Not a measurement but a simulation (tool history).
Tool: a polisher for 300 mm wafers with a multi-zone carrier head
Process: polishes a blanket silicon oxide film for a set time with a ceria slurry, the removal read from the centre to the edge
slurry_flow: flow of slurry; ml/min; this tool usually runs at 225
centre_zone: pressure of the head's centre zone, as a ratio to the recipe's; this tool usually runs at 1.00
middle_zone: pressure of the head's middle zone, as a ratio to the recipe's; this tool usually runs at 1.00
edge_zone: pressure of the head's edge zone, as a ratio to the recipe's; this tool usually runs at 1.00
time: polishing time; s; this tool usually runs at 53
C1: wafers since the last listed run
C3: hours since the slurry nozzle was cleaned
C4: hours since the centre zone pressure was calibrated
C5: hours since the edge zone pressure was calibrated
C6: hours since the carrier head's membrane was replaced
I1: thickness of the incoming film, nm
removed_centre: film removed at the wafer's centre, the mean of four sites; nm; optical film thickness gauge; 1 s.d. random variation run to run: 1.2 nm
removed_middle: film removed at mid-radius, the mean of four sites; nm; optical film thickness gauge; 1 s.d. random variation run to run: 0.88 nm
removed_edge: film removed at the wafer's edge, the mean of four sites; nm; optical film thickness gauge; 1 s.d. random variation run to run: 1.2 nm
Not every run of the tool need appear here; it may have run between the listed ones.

Run 1, hour 0.0: usual settings; C1 0; wafers polished on this pad 1581; C3 51.4; C4 303.4; C5 362.0; C6 79.5; I1 1283.1. Result: removed_centre 134.3 nm, removed_middle 135.6 nm, removed_edge 135.0 nm.
At hour 69.0: edge zone pressure recalibrated.
At hour 138.7: worn pad replaced by a new one.
Run 2, hour 213.3: usual settings but centre_zone 1.09, time 40 s; C1 2644; wafers polished on this pad 951; C3 264.7; C4 516.7; C5 144.3; C6 292.8; I1 1297.1. Result: removed_centre 108.2 nm, removed_middle 101.4 nm, removed_edge 101.4 nm.
Run 3, hour 244.2: usual settings but centre_zone 1.09, time 40 s; C1 394; wafers polished on this pad 1346; C3 295.6; C4 547.6; C5 175.2; C6 323.7; I1 1315.9. Result: removed_centre 108.4 nm, removed_middle 101.0 nm, removed_edge 103.2 nm.
At hour 299.2: centre zone pressure recalibrated.
Run 4, hour 314.7: usual settings; C1 873; wafers polished on this pad 2219; C3 366.1; C4 15.5; C5 245.7; C6 394.2; I1 1315.2. Result: removed_centre 130.3 nm, removed_middle 134.0 nm, removed_edge 134.7 nm.
Run 5, hour 368.6: usual settings; C1 687; wafers polished on this pad 2907; C3 420.0; C4 69.4; C5 299.6; C6 448.1; I1 1322.1. Result: removed_centre 130.7 nm, removed_middle 133.9 nm, removed_edge 131.9 nm.
Run 6, hour 393.0: usual settings; C1 311; wafers polished on this pad 3218; C3 444.4; C4 93.8; C5 324.0; C6 472.5; I1 1298.6. Result: removed_centre 131.2 nm, removed_middle 132.8 nm, removed_edge 133.0 nm.
At hour 431.7: worn pad replaced by a new one.
Run 7, hour 455.2: usual settings; C1 742; wafers polished on this pad 300; C3 506.6; C4 156.0; C5 386.2; C6 534.7; I1 1324.7. Result: removed_centre 129.5 nm, removed_middle 131.7 nm, removed_edge 135.0 nm.
At hour 476.7: edge zone pressure recalibrated.
Run 8, hour 509.4: usual settings; C1 665; wafers polished on this pad 966; C3 560.8; C4 210.2; C5 32.7; C6 588.9; I1 1316.4. Result: removed_centre 129.6 nm, removed_middle 131.5 nm, removed_edge 131.6 nm.
Run 9, hour 535.2: usual settings; C1 329; wafers polished on this pad 1295; C3 586.6; C4 236.0; C5 58.5; C6 614.7; I1 1283.0. Result: removed_centre 129.3 nm, removed_middle 132.6 nm, removed_edge 131.4 nm.
Run 10, hour 581.5: usual settings; C1 590; wafers polished on this pad 1885; C3 632.9; C4 282.3; C5 104.8; C6 661.0; I1 1307.2. Result: removed_centre 128.8 nm, removed_middle 132.7 nm, removed_edge 131.0 nm.
Run 11, hour 610.7: usual settings but centre_zone 0.93, time 42 s; C1 372; wafers polished on this pad 2258; C3 662.1; C4 311.5; C5 134.0; C6 690.2; I1 1286.5. Result: removed_centre 95.9 nm, removed_middle 104.6 nm, removed_edge 105.9 nm.
At hour 628.6: carrier head's membrane replaced by a new one.
Run 12, hour 654.1: usual settings but slurry_flow 185 ml/min, centre_zone 0.96; C1 489; wafers polished on this pad 2748; C3 705.5; C4 354.9; C5 177.4; C6 25.5; I1 1294.2. Result: removed_centre 119.6 nm, removed_middle 126.4 nm, removed_edge 128.4 nm.
At hour 678.9: worn pad replaced by a new one.
At hour 707.9: slurry nozzle cleaned.
Run 13, hour 725.3: usual settings but slurry_flow 195 ml/min, time 61 s; C1 844; wafers polished on this pad 579; C3 17.4; C4 426.1; C5 248.6; C6 96.7; I1 1298.8. Result: removed_centre 150.5 nm, removed_middle 154.1 nm, removed_edge 153.2 nm.
Run 14, hour 754.5: usual settings; C1 372; wafers polished on this pad 951; C3 46.6; C4 455.3; C5 277.8; C6 125.9; I1 1302.0. Result: removed_centre 132.6 nm, removed_middle 135.3 nm, removed_edge 134.1 nm.
At hour 808.1: centre zone pressure recalibrated.
At hour 901.1: edge zone pressure recalibrated.
Run 15, hour 933.2: usual settings but slurry_flow 170 ml/min, centre_zone 1.08, middle_zone 0.91, edge_zone 0.94; C1 2228; wafers polished on this pad 3180; C3 225.3; C4 125.1; C5 32.1; C6 304.6; I1 1307.7. Result: removed_centre 135.1 nm, removed_middle 117.6 nm, removed_edge 126.9 nm.
Run 16, hour 983.2: usual settings but edge_zone 1.07; C1 637; wafers polished on this pad 3817; C3 275.3; C4 175.1; C5 82.1; C6 354.6; I1 1295.3. Result: removed_centre 131.3 nm, removed_middle 131.7 nm, removed_edge 140.2 nm.
At hour 993.0: worn pad replaced by a new one.
Run 17, hour 1028.8: usual settings; C1 530; wafers polished on this pad 457; C3 320.9; C4 220.7; C5 127.7; C6 400.2; I1 1303.2. Result: removed_centre 130.1 nm, removed_middle 133.8 nm, removed_edge 134.5 nm.
Run 18, hour 1089.1: usual settings; C1 769; wafers polished on this pad 1226; C3 381.2; C4 281.0; C5 188.0; C6 460.5; I1 1286.3. Result: removed_centre 130.3 nm, removed_middle 132.4 nm, removed_edge 134.2 nm.
Run 19, hour 1148.9: usual settings; C1 762; wafers polished on this pad 1989; C3 441.0; C4 340.8; C5 247.8; C6 520.3; I1 1282.6. Result: removed_centre 131.4 nm, removed_middle 133.6 nm, removed_edge 135.3 nm.
Run 20, hour 1200.7: usual settings but slurry_flow 290 ml/min, centre_zone 1.03, middle_zone 0.94, time 71 s; C1 660; wafers polished on this pad 2650; C3 492.8; C4 392.6; C5 299.6; C6 572.1; I1 1301.4. Result: removed_centre 188.5 nm, removed_middle 176.7 nm, removed_edge 181.5 nm.
Run 21, hour 1251.1: usual settings but slurry_flow 155 ml/min, middle_zone 1.04, edge_zone 1.06; C1 642; wafers polished on this pad 3292; C3 543.2; C4 443.0; C5 350.0; C6 622.5; I1 1291.4. Result: removed_centre 118.2 nm, removed_middle 125.5 nm, removed_edge 129.8 nm.
At hour 1274.3: carrier head's membrane replaced by a new one.
At hour 1301.9: worn pad replaced by a new one.
Run 22, hour 1308.2: usual settings but centre_zone 0.95, edge_zone 1.10; C1 613; wafers polished on this pad 80; C3 600.3; C4 500.1; C5 407.1; C6 33.9; I1 1311.6. Result: removed_centre 122.0 nm, removed_middle 132.6 nm, removed_edge 137.5 nm.

What if the next run were any one of these 4? Each begins from the tool's condition after run 22:
Run A, hour 1308.6: usual settings but middle_zone 1.11; C1 5; wafers polished on this pad 85; C3 600.7; C4 500.5; C5 407.5; C6 34.3; I1 1309.0. Result: removed_centre ?, removed_middle ?, removed_edge ?.
Run B, hour 1308.6: usual settings but time 37 s; C1 5; wafers polished on this pad 85; C3 600.7; C4 500.5; C5 407.5; C6 34.3; I1 1309.0. Result: removed_centre ?, removed_middle ?, removed_edge ?.
Run C, hour 1308.6: usual settings but slurry_flow 275 ml/min, edge_zone 0.92, time 46 s; C1 5; wafers polished on this pad 85; C3 600.7; C4 500.5; C5 407.5; C6 34.3; I1 1309.0. Result: removed_centre ?, removed_middle ?, removed_edge ?.
Run D, hour 1308.6: usual settings but middle_zone 0.88; C1 5; wafers polished on this pad 85; C3 600.7; C4 500.5; C5 407.5; C6 34.3; I1 1309.0. Result: removed_centre ?, removed_middle ?, removed_edge ?.

run  removed_centre  removed_middle  removed_edge
  A           132.5           143.3         131.6
  B            92.4            91.6          92.0
  C           119.0           117.4         113.2
  D           132.3           117.9         132.0
With no hidden state in the tool, these same runs would have given:
run  removed_centre  removed_middle  removed_edge
  A           137.0           147.7         134.5
  B            95.6            94.4          94.1
  C           122.2           120.3         115.4
  D           136.8           121.5         135.0

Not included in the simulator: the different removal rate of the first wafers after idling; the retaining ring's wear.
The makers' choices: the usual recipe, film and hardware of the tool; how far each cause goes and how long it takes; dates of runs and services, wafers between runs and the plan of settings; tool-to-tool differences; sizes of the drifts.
